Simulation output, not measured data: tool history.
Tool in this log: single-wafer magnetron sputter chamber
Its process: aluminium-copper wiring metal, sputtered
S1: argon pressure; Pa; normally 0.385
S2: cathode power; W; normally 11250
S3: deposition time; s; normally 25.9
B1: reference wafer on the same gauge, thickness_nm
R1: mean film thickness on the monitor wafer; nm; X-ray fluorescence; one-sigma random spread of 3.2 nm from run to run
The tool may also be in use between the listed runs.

Run 1, day 0.000: usual settings; B1 555.640. Result: R1 517.341 nm.
At day 0.625: sputter target and shields replaced.
Run 2, day 0.825: usual settings; B1 557.260. Result: R1 542.797 nm.
Run 3, day 2.112: usual settings; B1 555.957. Result: R1 547.852 nm.
Run 4, day 2.938: usual settings; B1 556.956. Result: R1 544.510 nm.
Run 5, day 4.238: usual settings but S3 24.3 s; B1 555.424. Result: R1 517.190 nm.
Run 6, day 4.821: usual settings but S3 24.3 s; B1 556.149. Result: R1 514.007 nm.
Run 7, day 6.242: usual settings but S3 24.3 s; B1 556.286. Result: R1 507.461 nm.
Run 8, day 9.929: usual settings but S3 23.1 s; B1 555.021. Result: R1 473.588 nm.
Run 9, day 11.429: usual settings; B1 556.810. Result: R1 523.527 nm.
At day 11.888: magnet pack replaced.
Run 10, day 12.688: usual settings; B1 556.698. Result: R1 518.879 nm.
At day 13.588: gauge calibrated.
At day 13.946: capacitance manometer re-zeroed and calibrated.
Run 11, day 14.004: usual settings but S1 0.266 Pa, S2 14000 W; B1 556.033. Result: R1 678.386 nm.
At day 14.588: sputter target and shields replaced.
Run 12, day 15.025: usual settings but S1 0.509 Pa, S2 12650 W, S3 21.9 s; B1 554.967. Result: R1 440.346 nm.
Run 13, day 15.704: usual settings but S1 0.279 Pa, S2 10000 W; B1 556.529. Result: R1 461.961 nm.
Run 14, day 16.775: usual settings but S3 21.9 s; B1 556.528. Result: R1 414.709 nm.
Run 15, day 18.208: usual settings but S3 21.6 s; B1 556.320. Result: R1 408.772 nm.
Run 16, day 18.971: usual settings; B1 556.492. Result: R1 486.960 nm.
At day 19.742: sputter target and shields replaced, repeated, since the last time left the tool worse.
Run 17, day 20.025: usual settings but S2 9150 W, S3 29.3 s; B1 557.433. Result: R1 505.290 nm.
Run 18, day 21.304: usual settings; B1 557.733. Result: R1 540.900 nm.

State the hidden condition of the tool at each of the runs:
true argon pressure above the setpoint (%): 0 across all the runs
gauge reads high (%): 0 across all the runs
H1: deposition rate above that of a new target (%)
run      H1
  1   -5.92
  2  -0.128
  3  -0.198
  4  -0.298
  5  -0.545
  6  -0.691
  7   -1.14
  8    -2.9
  9   -3.87
 10   -4.79
 11   -5.86
 12   -10.3
 13   -10.3
 14   -10.4
 15   -10.7
 16   -10.9
 17  -0.517
 18  -0.592

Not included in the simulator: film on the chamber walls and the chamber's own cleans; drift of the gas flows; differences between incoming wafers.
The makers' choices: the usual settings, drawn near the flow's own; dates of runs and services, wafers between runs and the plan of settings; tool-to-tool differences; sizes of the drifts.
